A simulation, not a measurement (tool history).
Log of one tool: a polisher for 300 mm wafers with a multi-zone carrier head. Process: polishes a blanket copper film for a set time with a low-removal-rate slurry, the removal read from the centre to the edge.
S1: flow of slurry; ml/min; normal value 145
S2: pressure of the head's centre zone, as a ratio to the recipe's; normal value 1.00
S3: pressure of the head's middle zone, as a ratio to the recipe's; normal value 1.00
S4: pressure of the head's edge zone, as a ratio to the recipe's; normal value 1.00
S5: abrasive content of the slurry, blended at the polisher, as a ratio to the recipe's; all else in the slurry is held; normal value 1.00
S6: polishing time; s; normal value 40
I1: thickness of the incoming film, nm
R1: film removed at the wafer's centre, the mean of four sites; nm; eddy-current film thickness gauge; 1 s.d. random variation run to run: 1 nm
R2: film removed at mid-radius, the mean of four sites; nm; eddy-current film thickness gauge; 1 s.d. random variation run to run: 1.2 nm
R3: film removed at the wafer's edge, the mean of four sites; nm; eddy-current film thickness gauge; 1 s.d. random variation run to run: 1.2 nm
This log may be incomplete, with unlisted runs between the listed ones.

run	hour	S1	S2	S3	S4	S5	S6	I1	R1	R2	R3
1	0.0	145	1.07	1.00	1.00	1.20	40	817.2	97.0	90.3	89.2
2	97.0	145	1.00	1.00	1.00	1.00	40	819.8	83.6	83.2	87.4
# hour 223.4: edge zone pressure recalibrated
# hour 256.5: carrier head's membrane replaced by a new one
# hour 266.1: worn pad replaced by a new one
# hour 273.2: slurry nozzle cleaned
3	301.6	145	1.00	1.00	1.00	1.00	40	812.4	88.2	84.0	87.0
4	378.0	145	1.00	1.00	1.00	1.00	40	831.4	87.7	88.3	86.9
5	473.1	145	1.00	1.00	1.00	1.00	40	833.7	85.3	86.8	89.0
6	566.8	120	1.00	1.00	1.00	0.85	40	823.0	76.2	75.4	77.8
# hour 605.7: centre zone pressure recalibrated
7	673.1	120	1.00	1.00	1.00	0.85	40	845.6	67.8	70.3	75.0
# hour 700.6: slurry nozzle cleaned
# hour 744.8: worn pad replaced by a new one
8	745.3	145	1.00	1.00	1.00	1.00	40	828.4	87.9	85.0	89.2
9	792.2	125	0.93	1.00	1.00	1.15	40	831.2	80.5	85.3	87.1
10	972.2	145	0.96	1.00	1.09	1.00	40	826.5	79.7	80.4	88.6
11	1029.6	145	1.00	1.00	0.91	1.00	40	827.7	81.3	79.6	78.6
# hour 1117.1: slurry nozzle cleaned
12	1120.8	145	0.90	1.00	1.00	1.00	49	823.6	96.5	107.2	105.1
# hour 1168.6: worn pad replaced by a new one
13	1169.1	145	1.00	1.00	1.00	1.00	40	823.9	88.2	88.5	89.9
14	1240.9	105	0.89	1.00	1.08	0.85	40	825.4	68.2	77.3	81.6
15	1292.5	175	1.00	1.00	1.12	1.00	36	839.9	83.3	80.7	85.5
16	1376.3	145	0.91	1.00	1.00	0.80	40	840.5	74.1	81.3	81.0
17	1418.9	115	0.92	1.00	1.00	1.10	40	829.1	72.4	79.6	81.7
18	1479.9	125	1.00	1.00	1.00	1.00	54	814.2	105.7	106.7	111.3
19	1528.8	145	1.00	1.00	1.00	0.80	40	820.3	76.4	74.8	77.6
# hour 1538.6: worn pad replaced by a new one
# hour 1598.0: slurry nozzle cleaned
20	1602.3	160	1.00	0.94	1.00	1.00	40	812.5	88.4	84.7	89.2
21	1645.5	145	1.00	1.06	1.00	1.00	44	828.9	96.1	98.9	97.5

Selected run-to-run steps in R1, each split into two signed amounts: the part the tool would show with no hidden state at all (from settings, incoming material and random variation), and the remainder, which goes to the hidden state together with any gauge scatter not common to the measured and the hidden-state-free results:
Hidden conditions of the tool in this case: removal rate lost through wear of the pad, %; slurry flow missing at the pad, %; deviation of the centre zone's pressure from its setpoint, %; deviation of the edge zone's pressure from its setpoint, %.
Run 7 -> 8: S1 120 -> 145, S5 0.85 -> 1.00, slurry nozzle cleaned, worn pad replaced by a new one. R1 +20.1 nm: hidden state +10.4, all else +9.7.
Run 17 -> 18: S1 115 -> 125, S2 0.92 -> 1.00, S5 1.10 -> 1.00, S6 40 -> 54. R1 +33.3 nm: hidden state -5.8, all else +39.1.
Run 18 -> 19: S1 125 -> 145, S5 1.00 -> 0.80, S6 54 -> 40. R1 -29.3 nm: hidden state +1.2, all else -30.5.
Run 19 -> 20: S1 145 -> 160, S3 1.00 -> 0.94, S5 0.80 -> 1.00, worn pad replaced by a new one, slurry nozzle cleaned. R1 +12.0 nm: hidden state +9.0, all else +3.0.

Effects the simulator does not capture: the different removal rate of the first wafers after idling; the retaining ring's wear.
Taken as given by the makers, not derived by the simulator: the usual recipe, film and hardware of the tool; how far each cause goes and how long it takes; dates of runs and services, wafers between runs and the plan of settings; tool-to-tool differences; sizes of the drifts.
